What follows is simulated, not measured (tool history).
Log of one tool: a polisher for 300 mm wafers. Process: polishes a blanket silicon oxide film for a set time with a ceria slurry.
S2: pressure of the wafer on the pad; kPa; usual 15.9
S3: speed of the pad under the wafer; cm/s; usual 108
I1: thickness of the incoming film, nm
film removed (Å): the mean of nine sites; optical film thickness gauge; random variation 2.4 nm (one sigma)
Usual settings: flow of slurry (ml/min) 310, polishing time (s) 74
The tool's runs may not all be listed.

run 1 hour=0 | flow_of_slurry_(ml/min)=310 S2=17.2 S3=108 polishing_time_(s)=74 | I1=999.2 | film_removed_(Å)=3298
run 2 hour=16.9 | flow_of_slurry_(ml/min)=310 S2=15.9 S3=108 polishing_time_(s)=74 | I1=1012.7 | film_removed_(Å)=3069
run 3 hour=26.2 | flow_of_slurry_(ml/min)=310 S2=15.9 S3=108 polishing_time_(s)=74 | I1=996.6 | film_removed_(Å)=3079
run 4 hour=43.2 | flow_of_slurry_(ml/min)=310 S2=15.9 S3=108 polishing_time_(s)=74 | I1=982.6 | film_removed_(Å)=3080
run 5 hour=60.4 | flow_of_slurry_(ml/min)=310 S2=15.9 S3=86 polishing_time_(s)=93 | I1=1015.5 | film_removed_(Å)=3036
-- hour=85.1 head pressure recalibrated
run 6 hour=89.1 | flow_of_slurry_(ml/min)=310 S2=15.9 S3=86 polishing_time_(s)=93 | I1=1017.7 | film_removed_(Å)=3109
-- hour=91.3 slurry nozzle cleaned
run 7 hour=103.3 | flow_of_slurry_(ml/min)=310 S2=15.9 S3=86 polishing_time_(s)=93 | I1=994.6 | film_removed_(Å)=3051
run 8 hour=114 | flow_of_slurry_(ml/min)=310 S2=15.9 S3=128 polishing_time_(s)=74 | I1=1011 | film_removed_(Å)=3625
run 9 hour=129.3 | flow_of_slurry_(ml/min)=310 S2=15.9 S3=108 polishing_time_(s)=74 | I1=1014.1 | film_removed_(Å)=3098
-- hour=133.8 worn pad replaced by a new one
run 10 hour=164.8 | flow_of_slurry_(ml/min)=240 S2=20 S3=108 polishing_time_(s)=62 | I1=999.2 | film_removed_(Å)=3111
run 11 hour=179.3 | flow_of_slurry_(ml/min)=310 S2=15.9 S3=84 polishing_time_(s)=64 | I1=992.2 | film_removed_(Å)=2082
run 12 hour=185.6 | flow_of_slurry_(ml/min)=355 S2=15.9 S3=146 polishing_time_(s)=96 | I1=996.6 | film_removed_(Å)=5477
run 13 hour=202.5 | flow_of_slurry_(ml/min)=310 S2=15.9 S3=108 polishing_time_(s)=74 | I1=998.3 | film_removed_(Å)=3034
run 14 hour=211.2 | flow_of_slurry_(ml/min)=370 S2=21.4 S3=82 polishing_time_(s)=93 | I1=997 | film_removed_(Å)=4053

Forecast each of these 5 alternatives for the next run:
run A hour=211.7 | flow_of_slurry_(ml/min)=265 S2=15.9 S3=108 polishing_time_(s)=74 | I1=981.7 | film_removed_(Å)=?
run B hour=211.7 | flow_of_slurry_(ml/min)=310 S2=15.9 S3=108 polishing_time_(s)=90 | I1=981.7 | film_removed_(Å)=?
run C hour=211.7 | flow_of_slurry_(ml/min)=205 S2=18.6 S3=80 polishing_time_(s)=97 | I1=981.7 | film_removed_(Å)=?
run D hour=211.7 | flow_of_slurry_(ml/min)=310 S2=15.9 S3=108 polishing_time_(s)=94 | I1=981.7 | film_removed_(Å)=?
run E hour=211.7 | flow_of_slurry_(ml/min)=310 S2=13.1 S3=76 polishing_time_(s)=74 | I1=981.7 | film_removed_(Å)=?

run=A film_removed_(Å)=2988
run=B film_removed_(Å)=3691
run=C film_removed_(Å)=3298
run=D film_removed_(Å)=3855
run=E film_removed_(Å)=1764
Without the tool's hidden state the same runs would have given:
run=A film_removed_(Å)=2988
run=B film_removed_(Å)=3691
run=C film_removed_(Å)=3298
run=D film_removed_(Å)=3855
run=E film_removed_(Å)=1764
